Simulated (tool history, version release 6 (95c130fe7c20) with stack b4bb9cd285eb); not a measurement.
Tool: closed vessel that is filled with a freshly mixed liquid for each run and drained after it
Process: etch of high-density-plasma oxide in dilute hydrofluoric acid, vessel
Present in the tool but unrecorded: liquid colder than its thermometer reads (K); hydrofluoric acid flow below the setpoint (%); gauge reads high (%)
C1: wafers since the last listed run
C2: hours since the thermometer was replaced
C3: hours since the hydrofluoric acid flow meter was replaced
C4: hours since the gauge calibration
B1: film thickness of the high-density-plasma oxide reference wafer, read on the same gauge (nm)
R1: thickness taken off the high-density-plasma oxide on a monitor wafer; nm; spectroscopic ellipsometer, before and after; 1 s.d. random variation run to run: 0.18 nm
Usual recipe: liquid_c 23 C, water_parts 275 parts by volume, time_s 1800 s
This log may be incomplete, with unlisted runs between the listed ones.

run 1 hour=0.0 | liquid_c=23 water_parts=275 time_s=1800 | C1=0 C2=808.9 C3=807.6 C4=289.5 | B1=40.01 | R1=23.47
run 2 hour=17.9 | liquid_c=23 water_parts=275 time_s=1800 | C1=632 C2=826.8 C3=825.5 C4=307.4 | B1=40.01 | R1=23.61
run 3 hour=30.1 | liquid_c=23 water_parts=275 time_s=1800 | C1=431 C2=839.0 C3=837.7 C4=319.6 | B1=40.00 | R1=23.39
run 4 hour=46.6 | liquid_c=23 water_parts=275 time_s=2145 | C1=582 C2=855.5 C3=854.2 C4=336.1 | B1=39.99 | R1=27.72
run 5 hour=75.4 | liquid_c=23 water_parts=275 time_s=2145 | C1=1017 C2=884.3 C3=883.0 C4=364.9 | B1=39.98 | R1=27.86
run 6 hour=99.7 | liquid_c=23 water_parts=275 time_s=1800 | C1=858 C2=908.6 C3=907.3 C4=389.2 | B1=39.99 | R1=23.28
run 7 hour=112.2 | liquid_c=23 water_parts=370 time_s=1800 | C1=441 C2=921.1 C3=919.8 C4=401.7 | B1=40.01 | R1=15.74
run 8 hour=141.6 | liquid_c=23 water_parts=370 time_s=1800 | C1=1038 C2=950.5 C3=949.2 C4=431.1 | B1=40.01 | R1=15.98
run 9 hour=160.6 | liquid_c=23 water_parts=370 time_s=1800 | C1=671 C2=969.5 C3=968.2 C4=450.1 | B1=40.00 | R1=15.83
run 10 hour=180.2 | liquid_c=23 water_parts=350 time_s=2555 | C1=692 C2=989.1 C3=987.8 C4=469.7 | B1=39.98 | R1=24.16
run 11 hour=193.1 | liquid_c=23 water_parts=350 time_s=2555 | C1=455 C2=1002.0 C3=1000.7 C4=482.6 | B1=40.03 | R1=24.43
run 12 hour=218.2 | liquid_c=23 water_parts=275 time_s=1455 | C1=886 C2=1027.1 C3=1025.8 C4=507.7 | B1=40.00 | R1=18.49
run 13 hour=246.7 | liquid_c=23 water_parts=275 time_s=1210 | C1=1006 C2=1055.6 C3=1054.3 C4=536.2 | B1=39.99 | R1=15.41
run 14 hour=263.1 | liquid_c=23 water_parts=340 time_s=1800 | C1=579 C2=1072.0 C3=1070.7 C4=552.6 | B1=40.02 | R1=17.49
-- hour=277.9 gauge calibrated
run 15 hour=368.8 | liquid_c=23 water_parts=195 time_s=1800 | C1=3734 C2=1177.7 C3=1176.4 C4=90.9 | B1=39.99 | R1=35.20
-- hour=374.6 thermometer replaced
run 16 hour=395.4 | liquid_c=23 water_parts=275 time_s=2535 | C1=904 C2=20.8 C3=1203.0 C4=117.5 | B1=40.01 | R1=35.04
run 17 hour=419.1 | liquid_c=23 water_parts=220 time_s=1800 | C1=837 C2=44.5 C3=1226.7 C4=141.2 | B1=39.98 | R1=32.88
-- hour=425.1 hydrofluoric acid flow meter replaced
run 18 hour=442.3 | liquid_c=23 water_parts=275 time_s=1800 | C1=784 C2=67.7 C3=17.2 C4=164.4 | B1=39.99 | R1=25.12
run 19 hour=458.9 | liquid_c=23 water_parts=275 time_s=1800 | C1=586 C2=84.3 C3=33.8 C4=181.0 | B1=39.95 | R1=24.73

What will run 20 give?
run 20 hour=472.3 | liquid_c=23 water_parts=275 time_s=1800 | C1=473 C2=97.7 C3=47.2 C4=194.4 | B1=? | R1=?

B1: 39.99
R1: 24.52 nm
Minus the tool's unlogged condition, the same run would have read R1 24.75 nm.
